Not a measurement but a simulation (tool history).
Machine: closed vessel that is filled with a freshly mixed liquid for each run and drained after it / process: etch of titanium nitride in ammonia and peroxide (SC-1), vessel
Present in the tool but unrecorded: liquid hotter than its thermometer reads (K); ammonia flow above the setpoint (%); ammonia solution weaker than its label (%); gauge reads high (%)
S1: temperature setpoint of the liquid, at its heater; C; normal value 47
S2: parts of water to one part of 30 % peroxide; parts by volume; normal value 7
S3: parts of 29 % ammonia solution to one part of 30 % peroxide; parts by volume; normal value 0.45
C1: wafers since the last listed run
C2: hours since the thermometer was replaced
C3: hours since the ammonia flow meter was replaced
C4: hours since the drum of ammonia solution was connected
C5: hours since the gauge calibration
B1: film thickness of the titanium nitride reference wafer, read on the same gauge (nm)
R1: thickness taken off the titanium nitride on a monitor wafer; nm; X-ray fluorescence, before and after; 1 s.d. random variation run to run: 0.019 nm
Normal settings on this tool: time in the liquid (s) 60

run 1 hour=0 | S1=47 S2=7 S3=0.45 time_in_the_liquid_(s)=60 | C1=0 C2=2803.9 C3=618.3 C4=981.4 C5=96.1 | B1=70.027 | R1=4.579
run 2 hour=14.4 | S1=47 S2=7 S3=0.45 time_in_the_liquid_(s)=60 | C1=1918 C2=2818.3 C3=632.7 C4=995.8 C5=110.5 | B1=69.997 | R1=4.579
run 3 hour=27.7 | S1=47 S2=7 S3=0.45 time_in_the_liquid_(s)=60 | C1=1772 C2=2831.6 C3=646 C4=1009.1 C5=123.8 | B1=69.99 | R1=4.598
run 4 hour=37.2 | S1=47 S2=7 S3=0.45 time_in_the_liquid_(s)=70 | C1=1265 C2=2841.1 C3=655.5 C4=1018.6 C5=133.3 | B1=70.005 | R1=5.333
run 5 hour=47.9 | S1=47 S2=7 S3=0.45 time_in_the_liquid_(s)=70 | C1=1425 C2=2851.8 C3=666.2 C4=1029.3 C5=144 | B1=69.972 | R1=5.357
run 6 hour=62.9 | S1=47 S2=7 S3=0.45 time_in_the_liquid_(s)=70 | C1=1998 C2=2866.8 C3=681.2 C4=1044.3 C5=159 | B1=69.949 | R1=5.328
run 7 hour=71.9 | S1=47 S2=7 S3=0.45 time_in_the_liquid_(s)=80 | C1=1199 C2=2875.8 C3=690.2 C4=1053.3 C5=168 | B1=70.044 | R1=6.063
-- hour=81.2 ammonia flow meter replaced
run 8 hour=82.4 | S1=47 S2=7 S3=0.45 time_in_the_liquid_(s)=80 | C1=1265 C2=2886.3 C3=1.2 C4=1063.8 C5=178.5 | B1=69.979 | R1=6.131
-- hour=97.5 new drum of ammonia solution connected
run 9 hour=98.9 | S1=47 S2=7 S3=0.45 time_in_the_liquid_(s)=85 | C1=2065 C2=2902.8 C3=17.7 C4=1.4 C5=195 | B1=69.963 | R1=6.477
-- hour=104.9 gauge calibrated
run 10 hour=109 | S1=47 S2=10 S3=0.55 time_in_the_liquid_(s)=60 | C1=1345 C2=2912.9 C3=27.8 C4=11.5 C5=4.1 | B1=70.016 | R1=3.983
-- hour=111.1 thermometer replaced
run 11 hour=126.8 | S1=38 S2=7 S3=0.45 time_in_the_liquid_(s)=60 | C1=2238 C2=15.7 C3=45.6 C4=29.3 C5=21.9 | B1=69.975 | R1=2.373
run 12 hour=136.5 | S1=47 S2=7 S3=0.45 time_in_the_liquid_(s)=60 | C1=1292 C2=25.4 C3=55.3 C4=39 C5=31.6 | B1=70.048 | R1=4.582
run 13 hour=147.6 | S1=47 S2=7 S3=0.65 time_in_the_liquid_(s)=60 | C1=1479 C2=36.5 C3=66.4 C4=50.1 C5=42.7 | B1=70.044 | R1=4.862
run 14 hour=156.6 | S1=51 S2=5 S3=0.3 time_in_the_liquid_(s)=60 | C1=1199 C2=45.5 C3=75.4 C4=59.1 C5=51.7 | B1=70.021 | R1=6.646
run 15 hour=166.1 | S1=52.5 S2=9 S3=0.45 time_in_the_liquid_(s)=60 | C1=1265 C2=55 C3=84.9 C4=68.6 C5=61.2 | B1=69.999 | R1=5.914
run 16 hour=174.5 | S1=44 S2=7 S3=0.45 time_in_the_liquid_(s)=35 | C1=1119 C2=63.4 C3=93.3 C4=77 C5=69.6 | B1=70.06 | R1=2.161

What if the next run were any one of these 3? Each begins from the tool's condition after run 16:
run A hour=175.2 | S1=47 S2=7 S3=0.45 time_in_the_liquid_(s)=60 | C1=93 C2=64.1 C3=94 C4=77.7 C5=70.3 | B1=? | R1=?
run B hour=175.2 | S1=38 S2=9 S3=0.5 time_in_the_liquid_(s)=35 | C1=93 C2=64.1 C3=94 C4=77.7 C5=70.3 | B1=? | R1=?
run C hour=175.2 | S1=47 S2=7 S3=0.45 time_in_the_liquid_(s)=90 | C1=93 C2=64.1 C3=94 C4=77.7 C5=70.3 | B1=? | R1=?

run=A B1=70.006 R1=4.572
run=B B1=70.006 R1=1.239
run=C B1=70.006 R1=6.858
The same runs, with their run-to-run variation unchanged, on a tool lacking any hidden condition would have given:
run=A R1=4.572
run=B R1=1.239
run=C R1=6.858

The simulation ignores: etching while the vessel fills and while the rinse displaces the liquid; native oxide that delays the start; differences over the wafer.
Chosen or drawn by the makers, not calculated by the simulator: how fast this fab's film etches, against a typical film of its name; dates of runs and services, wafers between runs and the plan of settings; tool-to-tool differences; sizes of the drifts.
